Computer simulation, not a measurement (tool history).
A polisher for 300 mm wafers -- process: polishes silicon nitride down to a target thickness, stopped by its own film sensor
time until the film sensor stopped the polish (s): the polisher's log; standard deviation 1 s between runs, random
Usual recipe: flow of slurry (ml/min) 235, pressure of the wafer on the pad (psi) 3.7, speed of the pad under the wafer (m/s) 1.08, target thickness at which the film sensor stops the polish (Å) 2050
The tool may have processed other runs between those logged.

run	day	flow of slurry (ml/min)	pressure of the wafer on the pad (psi)	speed of the pad under the wafer (m/s)	target thickness at which the film sensor stops the polish (Å)	wafers since the last listed run	wafers polished on this pad	hours since the slurry nozzle was cleaned	hours since the head pressure was calibrated	incoming thickness of the incoming film, nm	time until the film sensor stopped the polish (s)
1	0.000	235	3.7	1.08	2050	0	897	172.1	137.3	382.6	107.3
# day 1.529: slurry nozzle cleaned
# day 3.904: worn pad replaced by a new one
2	4.475	175	3.7	0.94	2050	516	69	70.7	244.7	385.6	120.0
3	5.208	235	3.7	1.08	2050	88	157	88.3	262.3	376.2	98.7
4	6.192	235	3.7	1.08	2050	118	276	111.9	285.9	380.0	101.3
5	7.100	235	3.7	1.08	2050	109	386	133.7	307.7	381.0	102.4
6	7.717	235	4.1	0.98	2050	74	461	148.5	322.5	388.4	103.2
# day 10.921: slurry nozzle cleaned
7	11.850	235	4.1	0.98	2050	495	956	22.3	421.7	382.3	101.2
8	12.604	235	4.1	0.98	2050	91	1047	40.4	439.8	382.7	103.7
# day 12.975: worn pad replaced by a new one
9	13.271	235	3.7	1.08	2050	60	35	56.4	455.8	376.9	97.6
10	13.829	235	3.7	1.08	2050	67	103	69.8	469.2	383.4	99.9
11	14.375	235	3.7	1.08	2050	66	169	82.9	482.3	380.8	101.0
12	15.533	235	3.7	1.08	2050	140	309	110.7	510.1	375.5	100.0
13	16.617	235	3.7	1.08	2050	131	440	136.7	536.1	381.3	102.9
14	17.262	235	3.7	1.08	2050	78	518	152.2	551.6	375.7	100.6
15	18.167	235	3.7	1.08	2050	109	628	173.9	573.3	375.7	98.9
16	19.233	235	3.7	1.08	2250	129	757	199.5	598.9	379.2	90.1
17	19.804	235	3.7	1.08	2050	69	826	213.2	612.6	384.0	108.4
18	20.388	155	4.6	1.34	1550	70	896	227.2	626.6	381.9	97.8
19	21.267	195	2.8	0.76	2450	106	1003	248.3	647.7	378.2	137.1
# day 21.396: slurry nozzle cleaned
20	22.088	310	3.7	1.08	2050	94	1097	16.6	667.4	384.7	104.9
21	22.862	170	3.7	0.92	1720	93	1191	35.2	686.0	379.5	146.9
# day 23.442: worn pad replaced by a new one
22	24.838	215	3.7	1.08	2050	218	169	82.6	733.4	382.0	102.8
23	25.479	235	3.7	1.08	2050	77	246	98.0	748.8	375.6	99.6
24	26.062	235	3.7	1.08	2050	70	317	112.0	762.8	382.9	103.0
25	26.654	200	4.5	1.32	2650	71	388	126.2	777.0	374.4	47.6
26	28.075	235	3.7	1.08	2050	171	560	160.3	811.1	383.6	105.1
# day 28.725: head pressure recalibrated
27	28.829	170	3.7	1.08	2210	81	641	178.4	2.5	380.2	98.3
28	30.004	235	2.7	0.72	2490	142	784	206.6	30.7	383.8	147.6
# day 30.296: slurry nozzle cleaned
29	30.529	190	3.7	1.08	2050	58	842	5.6	43.3	377.2	105.0
30	31.854	185	4.4	1.08	1730	160	1002	37.4	75.1	377.1	104.3
# day 32.404: worn pad replaced by a new one
31	33.183	175	4.6	1.38	1870	140	94	69.3	107.0	373.1	73.2
32	37.575	160	3.0	0.86	2520	531	625	174.7	212.4	378.1	113.4
33	38.596	265	3.7	1.44	2050	123	748	199.2	236.9	380.2	83.9
# day 39.088: slurry nozzle cleaned
34	39.983	160	4.5	0.82	2400	162	911	21.5	270.2	379.6	87.7
# day 41.179: worn pad replaced by a new one
35	41.417	170	2.8	0.88	2230	153	28	55.9	304.6	380.6	141.6
36	42.075	280	3.7	1.30	2640	79	108	71.7	320.4	377.8	56.2
37	42.762	255	4.4	1.08	1830	83	191	88.2	336.9	380.4	94.8

Measured less the same run without the tool's hidden state. The same run-to-run variation is in both; the gauge's scatter may not be:
The tool's hidden condition here consists of: removal rate lost through wear of the pad, %; slurry flow missing at the pad, %; deviation of the head's pressure from its setpoint, %.
run	time until the film sensor stopped the polish (s)
1	+7.8
2	+1.5
3	+2.3
4	+3.5
5	+4.3
6	+4.8
7	+6.3
8	+6.5
9	+0.7
10	+1.6
11	+2.4
12	+3.7
13	+4.7
14	+5.0
15	+5.3
16	+5.2
17	+6.4
18	+5.9
19	+8.5
20	+6.7
21	+9.4
22	+2.9
23	+3.5
24	+4.3
25	+2.2
26	+5.8
27	+5.8
28	+9.2
29	+6.7
30	+6.9
31	+1.2
32	+6.2
33	+4.9
34	+5.4
35	+1.4
36	+1.2
37	+2.8

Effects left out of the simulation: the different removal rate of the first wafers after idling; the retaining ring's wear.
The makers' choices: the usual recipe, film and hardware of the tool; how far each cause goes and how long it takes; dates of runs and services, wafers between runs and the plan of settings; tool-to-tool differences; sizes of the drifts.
